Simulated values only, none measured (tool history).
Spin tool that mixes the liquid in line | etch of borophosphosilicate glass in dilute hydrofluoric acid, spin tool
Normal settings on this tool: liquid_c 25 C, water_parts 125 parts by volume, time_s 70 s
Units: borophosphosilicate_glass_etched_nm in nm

run    hour  liquid_c  water_parts  time_s  read-back film thickness of the borophosphosilicate glass reference wafer, read on the same gauge (nm)  borophosphosilicate_glass_etched_nm
  1       0        25          125      70                                                                                                     130                                17.34
  2    25.3        25          125      70                                                                                                  130.01                                17.03
  3    59.6        25          125      50                                                                                                  130.03                                12.41
  4   121.5        25          125      50                                                                                                  130.02                                12.49
  5   145.9        25           80      60                                                                                                  129.97                                24.88
  6   177.8        25           80      60                                                                                                  130.04                                24.51
  7   216.2        25          125      80                                                                                                  130.02                                19.85
      259.9  -- gauge calibrated
  8   273.8        25          125      80                                                                                                  130.03                                 19.7
  9   299.4        25          125      80                                                                                                     130                                19.72
 10   333.3        25          125      70                                                                                                  129.97                                17.36
 11   381.9        25          125      70                                                                                                     130                                17.44
      422.1  -- thermometer replaced
 12   451.3      27.5          125      90                                                                                                  129.98                                 24.5
 13   499.1      27.5          125      90                                                                                                  129.98                                24.41
 14   566.1        25          125      70                                                                                                  129.97                                17.42
 15   611.6        25          100     100                                                                                                  129.97                                31.82
 16     637        25           65     105                                                                                                     130                                53.07
 17   694.9        28          155      55                                                                                                  129.98                                11.75
      709.8  -- hydrofluoric acid flow meter replaced
 18     728        25          160     100                                                                                                  130.01                                18.36
 19   764.4        25          160     100                                                                                                  129.97                                18.48
 20   810.7      22.5           80      55                                                                                                  129.99                                 20.1
 21   871.6        25          125      70                                                                                                     130                                17.36
 22   913.7        22           95      70                                                                                                  129.96                                20.88
 23   945.4        28          155      55                                                                                                  130.02                                11.83
 24  1013.5        25          125      45                                                                                                  130.03                                11.13
 25  1042.7      20.5           90      70                                                                                                  130.04                                21.07
 26  1079.1        25          125      70                                                                                                  129.95                                17.46
 27  1130.8        25          125      70                                                                                                  129.98                                17.49
 28  1179.9        23          175      70                                                                                                  129.99                                10.83
 29  1248.1      27.5          170     110                                                                                                  130.01                                 20.8
 30  1313.7        25          125      70                                                                                                  129.96                                17.06
 31    1346      27.5          125      60                                                                                                  130.01                                16.15
 32  1373.1      20.5          105      70                                                                                                  129.99                                17.63

Hidden state, per run?
liquid colder than its thermometer reads (K): 0 on each run
hydrofluoric acid flow above the setpoint (%): 0 on each run
gauge reads high (%): 0 on each run

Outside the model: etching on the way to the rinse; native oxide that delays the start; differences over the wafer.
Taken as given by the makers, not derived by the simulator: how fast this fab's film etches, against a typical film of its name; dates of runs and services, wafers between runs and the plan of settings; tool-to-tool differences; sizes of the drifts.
